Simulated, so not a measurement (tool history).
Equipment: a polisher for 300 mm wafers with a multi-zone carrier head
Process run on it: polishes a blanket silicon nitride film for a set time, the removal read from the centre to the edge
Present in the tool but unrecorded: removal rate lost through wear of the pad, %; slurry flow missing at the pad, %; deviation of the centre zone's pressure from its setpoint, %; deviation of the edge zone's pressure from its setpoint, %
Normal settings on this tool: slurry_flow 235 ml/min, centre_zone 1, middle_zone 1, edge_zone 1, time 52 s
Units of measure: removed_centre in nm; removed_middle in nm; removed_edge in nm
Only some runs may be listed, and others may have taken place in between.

| run | hour | slurry_flow | centre_zone | middle_zone | edge_zone | time | wafers since the last listed run | wafers polished on this pad | hours since the slurry nozzle was cleaned | hours since the centre zone pressure was calibrated | hours since the edge zone pressure was calibrated | hours since the carrier head's membrane was replaced | incoming thickness of the incoming film, nm | removed_centre | removed_middle | removed_edge |
|---|---|---|---|---|---|---|---|---|---|---|---|---|---|---|---|---|
| 1 | 0 | 235 | 1 | 1 | 1 | 52 | 0 | 933 | 13.3 | 971 | 976.9 | 863.2 | 650.7 | 81.7 | 81.1 | 82.6 |
| 2 | 42.8 | 235 | 1 | 1 | 1 | 63 | 263 | 1196 | 56.1 | 1013.8 | 1019.7 | 906 | 655.5 | 97.4 | 99.3 | 98.9 |
|  | 56 | centre zone pressure recalibrated |
| 3 | 139.5 | 235 | 1 | 1 | 1 | 63 | 581 | 1778 | 152.8 | 83.5 | 1116.4 | 1002.7 | 652.3 | 97.2 | 98.3 | 99.3 |
|  | 152.9 | carrier head's membrane replaced by a new one |
| 4 | 243.1 | 235 | 1 | 1 | 1 | 63 | 605 | 2384 | 256.4 | 187.1 | 1220 | 90.2 | 652.4 | 98.9 | 98.9 | 99.4 |
| 5 | 280.5 | 235 | 1 | 1 | 1 | 64 | 229 | 2614 | 293.8 | 224.5 | 1257.4 | 127.6 | 647.6 | 99.8 | 102.1 | 99.7 |
|  | 299.7 | worn pad replaced by a new one |
| 6 | 321.5 | 235 | 1 | 1 | 1 | 64 | 227 | 134 | 334.8 | 265.5 | 1298.4 | 168.6 | 649.6 | 100.6 | 100.1 | 101.8 |
| 7 | 420.9 | 235 | 1 | 1 | 1 | 52 | 610 | 745 | 434.2 | 364.9 | 1397.8 | 268 | 653.6 | 81.9 | 82 | 81.2 |
| 8 | 500.4 | 235 | 1 | 1 | 0.93 | 41 | 488 | 1233 | 513.7 | 444.4 | 1477.3 | 347.5 | 645.4 | 64.4 | 64 | 62.3 |
|  | 550.7 | slurry nozzle cleaned |
|  | 565.7 | edge zone pressure recalibrated |
| 9 | 756.2 | 285 | 1 | 1 | 0.96 | 52 | 1553 | 2787 | 205.5 | 700.2 | 190.5 | 603.3 | 643 | 83.3 | 82.7 | 81.3 |
| 10 | 855.9 | 235 | 0.89 | 0.89 | 1 | 52 | 612 | 3399 | 305.2 | 799.9 | 290.2 | 703 | 661.9 | 71.6 | 73.5 | 82.1 |
|  | 877.8 | worn pad replaced by a new one |
| 11 | 909.4 | 235 | 1 | 1 | 1.09 | 45 | 304 | 194 | 358.7 | 853.4 | 343.7 | 756.5 | 653.1 | 69.6 | 69.4 | 74.4 |
| 12 | 1002 | 235 | 1.04 | 1 | 1.09 | 64 | 569 | 763 | 451.3 | 946 | 436.3 | 849.1 | 652.2 | 104.7 | 99.3 | 104.7 |
|  | 1036.2 | slurry nozzle cleaned |
|  | 1241.3 | centre zone pressure recalibrated |
| 13 | 1303.8 | 305 | 1 | 1 | 0.9 | 52 | 1836 | 2599 | 267.6 | 62.5 | 738.1 | 1150.9 | 656.4 | 82.9 | 83.4 | 79.2 |
|  | 1329.3 | worn pad replaced by a new one |
| 14 | 1347.5 | 235 | 0.89 | 0.88 | 1.09 | 57 | 243 | 111 | 311.3 | 106.2 | 781.8 | 1194.6 | 637.8 | 78.7 | 80.5 | 93.7 |
|  | 1356.8 | carrier head's membrane replaced by a new one |
|  | 1603.2 | slurry nozzle cleaned |
| 15 | 1655.4 | 235 | 1 | 1 | 0.93 | 41 | 1855 | 1967 | 52.2 | 414.1 | 1089.7 | 298.6 | 644.5 | 64.5 | 63.6 | 62.4 |
| 16 | 1718.8 | 235 | 1 | 1 | 1.06 | 40 | 389 | 2356 | 115.6 | 477.5 | 1153.1 | 362 | 638.3 | 62.8 | 61.4 | 65.3 |
| 17 | 1822 | 235 | 1.11 | 1 | 1.06 | 52 | 634 | 2991 | 218.8 | 580.7 | 1256.3 | 465.2 | 663.5 | 90.1 | 80.7 | 84 |
|  | 1881.2 | worn pad replaced by a new one |
| 18 | 1897.3 | 270 | 1 | 0.97 | 1.05 | 44 | 438 | 98 | 294.1 | 656 | 1331.6 | 540.5 | 651.6 | 69.5 | 67.3 | 71.9 |
| 19 | 1939.3 | 190 | 1 | 0.95 | 1 | 36 | 258 | 356 | 336.1 | 698 | 1373.6 | 582.5 | 649.3 | 54.6 | 53.7 | 55.6 |
| 20 | 2032.3 | 275 | 1 | 1.09 | 1.11 | 52 | 571 | 928 | 429.1 | 791 | 1466.6 | 675.5 | 650.2 | 82.9 | 88.6 | 87.6 |
| 21 | 2068.7 | 235 | 1 | 1 | 1 | 52 | 223 | 1152 | 465.5 | 827.4 | 1503 | 711.9 | 643.8 | 80.5 | 81.6 | 81.9 |

For each run, what was the tool's unlogged condition?
removal rate lost through wear of the pad, %: 0 in every run
slurry flow missing at the pad, %: 0 in every run
deviation of the centre zone's pressure from its setpoint, %: 0 in every run
deviation of the edge zone's pressure from its setpoint, %: 0 in every run
